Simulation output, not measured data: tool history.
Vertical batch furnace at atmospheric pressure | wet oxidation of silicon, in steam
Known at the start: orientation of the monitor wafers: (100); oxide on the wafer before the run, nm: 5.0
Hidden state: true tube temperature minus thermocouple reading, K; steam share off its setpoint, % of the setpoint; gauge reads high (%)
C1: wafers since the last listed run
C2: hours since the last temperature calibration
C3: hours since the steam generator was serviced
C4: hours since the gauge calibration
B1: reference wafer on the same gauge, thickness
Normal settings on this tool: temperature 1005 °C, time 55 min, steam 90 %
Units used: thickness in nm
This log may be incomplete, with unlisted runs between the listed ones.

run 1 hour=0 | temperature=1005 time=55 steam=90 | C1=0 C2=2546.9 C3=2903.3 C4=103.5 | B1=344.89 | thickness=414.09
run 2 hour=12 | temperature=1005 time=55 steam=90 | C1=137 C2=2558.9 C3=2915.3 C4=115.5 | B1=345.05 | thickness=414.05
run 3 hour=23.9 | temperature=1015 time=55 steam=90 | C1=136 C2=2570.8 C3=2927.2 C4=127.4 | B1=345.04 | thickness=442.64
run 4 hour=32.7 | temperature=1015 time=55 steam=90 | C1=100 C2=2579.6 C3=2936 C4=136.2 | B1=345.16 | thickness=443.2
run 5 hour=52.4 | temperature=1005 time=55 steam=90 | C1=225 C2=2599.3 C3=2955.7 C4=155.9 | B1=345.14 | thickness=412.93
run 6 hour=73.2 | temperature=1005 time=55 steam=90 | C1=237 C2=2620.1 C3=2976.5 C4=176.7 | B1=345.1 | thickness=412.53
run 7 hour=85.4 | temperature=1005 time=55 steam=90 | C1=139 C2=2632.3 C3=2988.7 C4=188.9 | B1=345.05 | thickness=413.89
run 8 hour=98.5 | temperature=1005 time=33 steam=87 | C1=149 C2=2645.4 C3=3001.8 C4=202 | B1=344.98 | thickness=282.58
run 9 hour=113.1 | temperature=1005 time=55 steam=90 | C1=166 C2=2660 C3=3016.4 C4=216.6 | B1=344.9 | thickness=413.74
run 10 hour=127.3 | temperature=1005 time=55 steam=90 | C1=162 C2=2674.2 C3=3030.6 C4=230.8 | B1=345.04 | thickness=413.01
run 11 hour=147.4 | temperature=1005 time=71 steam=90 | C1=229 C2=2694.3 C3=3050.7 C4=250.9 | B1=344.72 | thickness=490.41
run 12 hour=157.8 | temperature=1005 time=55 steam=90 | C1=118 C2=2704.7 C3=3061.1 C4=261.3 | B1=345.13 | thickness=411.85
run 13 hour=170.9 | temperature=1005 time=55 steam=90 | C1=149 C2=2717.8 C3=3074.2 C4=274.4 | B1=345.15 | thickness=413.89
run 14 hour=184.6 | temperature=1005 time=55 steam=90 | C1=156 C2=2731.5 C3=3087.9 C4=288.1 | B1=345.03 | thickness=413.94
run 15 hour=203.3 | temperature=1005 time=55 steam=90 | C1=213 C2=2750.2 C3=3106.6 C4=306.8 | B1=344.97 | thickness=413.36
run 16 hour=232.7 | temperature=1005 time=55 steam=90 | C1=336 C2=2779.6 C3=3136 C4=336.2 | B1=345.07 | thickness=412.51
run 17 hour=241.2 | temperature=1005 time=55 steam=97 | C1=97 C2=2788.1 C3=3144.5 C4=344.7 | B1=345.1 | thickness=434.73
run 18 hour=253.8 | temperature=1005 time=80.5 steam=90 | C1=144 C2=2800.7 C3=3157.1 C4=357.3 | B1=345.12 | thickness=533.6
run 19 hour=261.7 | temperature=1005 time=70 steam=96 | C1=90 C2=2808.6 C3=3165 C4=365.2 | B1=345.07 | thickness=506.61
-- hour=292 thermocouples replaced and temperature profile calibrated
run 20 hour=292.5 | temperature=1005 time=47 steam=85 | C1=77 C2=0.5 C3=3195.8 C4=396 | B1=344.96 | thickness=343.25
run 21 hour=297.7 | temperature=1005 time=55 steam=83 | C1=59 C2=5.7 C3=3201 C4=401.2 | B1=344.81 | thickness=377.23
run 22 hour=304.1 | temperature=1005 time=29 steam=97 | C1=73 C2=12.1 C3=3207.4 C4=407.6 | B1=345.02 | thickness=267.06
run 23 hour=312.3 | temperature=988 time=79.5 steam=84 | C1=93 C2=20.3 C3=3215.6 C4=415.8 | B1=344.92 | thickness=431.5
run 24 hour=330.6 | temperature=1005 time=55 steam=90 | C1=209 C2=38.6 C3=3233.9 C4=434.1 | B1=344.98 | thickness=397.33
run 25 hour=346.2 | temperature=992 time=41 steam=86 | C1=178 C2=54.2 C3=3249.5 C4=449.7 | B1=344.85 | thickness=283
-- hour=375.2 steam generator serviced
run 26 hour=375.7 | temperature=1005 time=55 steam=90 | C1=62 C2=83.7 C3=0.5 C4=479.2 | B1=344.77 | thickness=419.23
run 27 hour=380.9 | temperature=1005 time=29 steam=97 | C1=59 C2=88.9 C3=5.7 C4=484.4 | B1=345.02 | thickness=280.85
-- hour=385.3 gauge calibrated
run 28 hour=386.1 | temperature=1022 time=81 steam=90 | C1=59 C2=94.1 C3=10.9 C4=0.8 | B1=345.12 | thickness=601.36
run 29 hour=400.9 | temperature=1016 time=66 steam=97 | C1=169 C2=108.9 C3=25.7 C4=15.6 | B1=345.06 | thickness=534.41
run 30 hour=409.4 | temperature=1005 time=28 steam=97 | C1=97 C2=117.4 C3=34.2 C4=24.1 | B1=345.06 | thickness=274.54
run 31 hour=427.7 | temperature=1005 time=55 steam=90 | C1=209 C2=135.7 C3=52.5 C4=42.4 | B1=345.07 | thickness=419.03
run 32 hour=437.6 | temperature=1005 time=63.5 steam=97 | C1=113 C2=145.6 C3=62.4 C4=52.3 | B1=344.84 | thickness=485.02
run 33 hour=457.3 | temperature=1005 time=35.5 steam=90 | C1=225 C2=165.3 C3=82.1 C4=72 | B1=345.06 | thickness=308.88
run 34 hour=472.4 | temperature=1012 time=45 steam=97 | C1=172 C2=180.4 C3=97.2 C4=87.1 | B1=345.07 | thickness=403.6
run 35 hour=484.5 | temperature=1005 time=55 steam=90 | C1=138 C2=192.5 C3=109.3 C4=99.2 | B1=345.09 | thickness=419.56

How the hidden state differs across the entries between the runs, from the last listed run before each to the first after it:
Between runs 19 and 20: thermocouples replaced and temperature profile calibrated (hour 292)
  true tube temperature minus thermocouple reading, K: 4.86 -> 0.0714; steam share off its setpoint, % of the setpoint: -6.68 -> -6.8
  measured result minus the result with no hidden state, thickness: -6.84 -> -17.14 nm
Between runs 25 and 26: steam generator serviced (hour 375.2)
  true tube temperature minus thermocouple reading, K: 0.0729 -> 0.0751; steam share off its setpoint, % of the setpoint: -7.01 -> -0.0216
  measured result minus the result with no hidden state, thickness: -15.36 -> +0.17 nm
Between runs 27 and 28: gauge calibrated (hour 385.3)
  true tube temperature minus thermocouple reading, K: 0.0755 -> 0.076; steam share off its setpoint, % of the setpoint: -0.0216 -> -0.0217
  measured result minus the result with no hidden state, thickness: +0.13 -> +0.18 nm
